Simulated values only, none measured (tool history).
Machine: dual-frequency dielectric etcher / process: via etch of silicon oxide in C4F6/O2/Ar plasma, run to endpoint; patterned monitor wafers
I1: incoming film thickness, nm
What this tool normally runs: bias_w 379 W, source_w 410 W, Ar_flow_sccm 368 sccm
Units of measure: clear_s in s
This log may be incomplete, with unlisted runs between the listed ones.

run 1 hour=0 | bias_w=379 source_w=410 Ar_flow_sccm=368 | I1=187.2 | clear_s=46.6
run 2 hour=61.3 | bias_w=379 source_w=410 Ar_flow_sccm=368 | I1=184.5 | clear_s=46.2
-- hour=178.5 wet clean of the chamber
run 3 hour=179 | bias_w=379 source_w=410 Ar_flow_sccm=368 | I1=185 | clear_s=45.2
run 4 hour=297.8 | bias_w=379 source_w=410 Ar_flow_sccm=368 | I1=185.7 | clear_s=46.1
run 5 hour=336.3 | bias_w=379 source_w=410 Ar_flow_sccm=368 | I1=186.4 | clear_s=46.3
run 6 hour=412.1 | bias_w=379 source_w=410 Ar_flow_sccm=368 | I1=188.1 | clear_s=47.1
run 7 hour=477.7 | bias_w=308 source_w=410 Ar_flow_sccm=325 | I1=187.5 | clear_s=51.6
run 8 hour=584.2 | bias_w=308 source_w=410 Ar_flow_sccm=325 | I1=186.1 | clear_s=51.6
-- hour=681.7 wet clean of the chamber
run 9 hour=682.2 | bias_w=308 source_w=410 Ar_flow_sccm=325 | I1=187.7 | clear_s=51.5
run 10 hour=751.4 | bias_w=437 source_w=430 Ar_flow_sccm=368 | I1=184.3 | clear_s=42.5
-- hour=784.1 bias power generator calibrated
-- hour=1006.3 source power generator calibrated
-- hour=1043.2 Ar flow controller replaced
run 11 hour=1066.8 | bias_w=379 source_w=410 Ar_flow_sccm=368 | I1=187.2 | clear_s=47.2
-- hour=1134.5 wet clean of the chamber
run 12 hour=1171.9 | bias_w=379 source_w=410 Ar_flow_sccm=368 | I1=185.8 | clear_s=45.3
run 13 hour=1236 | bias_w=451 source_w=410 Ar_flow_sccm=368 | I1=186.5 | clear_s=42.4
run 14 hour=1340.9 | bias_w=379 source_w=410 Ar_flow_sccm=368 | I1=187.9 | clear_s=46.4
run 15 hour=1439 | bias_w=379 source_w=410 Ar_flow_sccm=309 | I1=186.8 | clear_s=46.1
run 16 hour=1537 | bias_w=379 source_w=320 Ar_flow_sccm=436 | I1=188.3 | clear_s=56.9
-- hour=1562.3 upper electrode replaced
-- hour=1599.1 wet clean of the chamber
run 17 hour=1599.6 | bias_w=424 source_w=410 Ar_flow_sccm=368 | I1=188 | clear_s=43.6
run 18 hour=1673.6 | bias_w=319 source_w=510 Ar_flow_sccm=435 | I1=186.4 | clear_s=44.6
run 19 hour=1771.1 | bias_w=328 source_w=350 Ar_flow_sccm=454 | I1=185.4 | clear_s=56
run 20 hour=1855.9 | bias_w=408 source_w=360 Ar_flow_sccm=368 | I1=189.1 | clear_s=49.4
run 21 hour=1903 | bias_w=414 source_w=410 Ar_flow_sccm=457 | I1=186.7 | clear_s=45.9
run 22 hour=1961.1 | bias_w=379 source_w=330 Ar_flow_sccm=368 | I1=188 | clear_s=55
run 23 hour=2043.3 | bias_w=379 source_w=480 Ar_flow_sccm=442 | I1=188.1 | clear_s=44.2
-- hour=2070.1 wet clean of the chamber
run 24 hour=2131 | bias_w=324 source_w=490 Ar_flow_sccm=291 | I1=185.8 | clear_s=43.7
run 25 hour=2183 | bias_w=379 source_w=410 Ar_flow_sccm=368 | I1=185.3 | clear_s=45.6
run 26 hour=2225.7 | bias_w=427 source_w=450 Ar_flow_sccm=451 | I1=185.4 | clear_s=41.7

State the hidden condition of the tool at each of the runs:
bias power that arrives over what is set, %: 0 across all the runs
Ar flow that arrives over what is set, %: 0 across all the runs
H1: etch rate over this chamber's usual, %
H2: source power that arrives over what is set, %
run=1 H1=-0.997 H2=-2.07
run=2 H1=-1.4 H2=-2.21
run=3 H1=0.529 H2=-2.49
run=4 H1=-0.255 H2=-2.79
run=5 H1=-0.509 H2=-2.89
run=6 H1=-1.01 H2=-3.09
run=7 H1=-1.44 H2=-3.27
run=8 H1=-2.15 H2=-3.56
run=9 H1=-0.757 H2=-3.85
run=10 H1=-1.21 H2=-4.06
run=11 H1=-3.3 H2=-0.25
run=12 H1=-0.141 H2=-0.263
run=13 H1=-0.564 H2=-0.276
run=14 H1=-1.26 H2=-0.308
run=15 H1=-1.9 H2=-0.347
run=16 H1=-2.55 H2=-0.397
run=17 H1=-0.0826 H2=-0.435
run=18 H1=-0.571 H2=-0.484
run=19 H1=-1.21 H2=-0.558
run=20 H1=-1.77 H2=-0.63
run=21 H1=-2.09 H2=-0.674
run=22 H1=-2.47 H2=-0.731
run=23 H1=-3.01 H2=-0.818
run=24 H1=-0.111 H2=-0.918
run=25 H1=-0.454 H2=-0.981
run=26 H1=-0.736 H2=-1.04
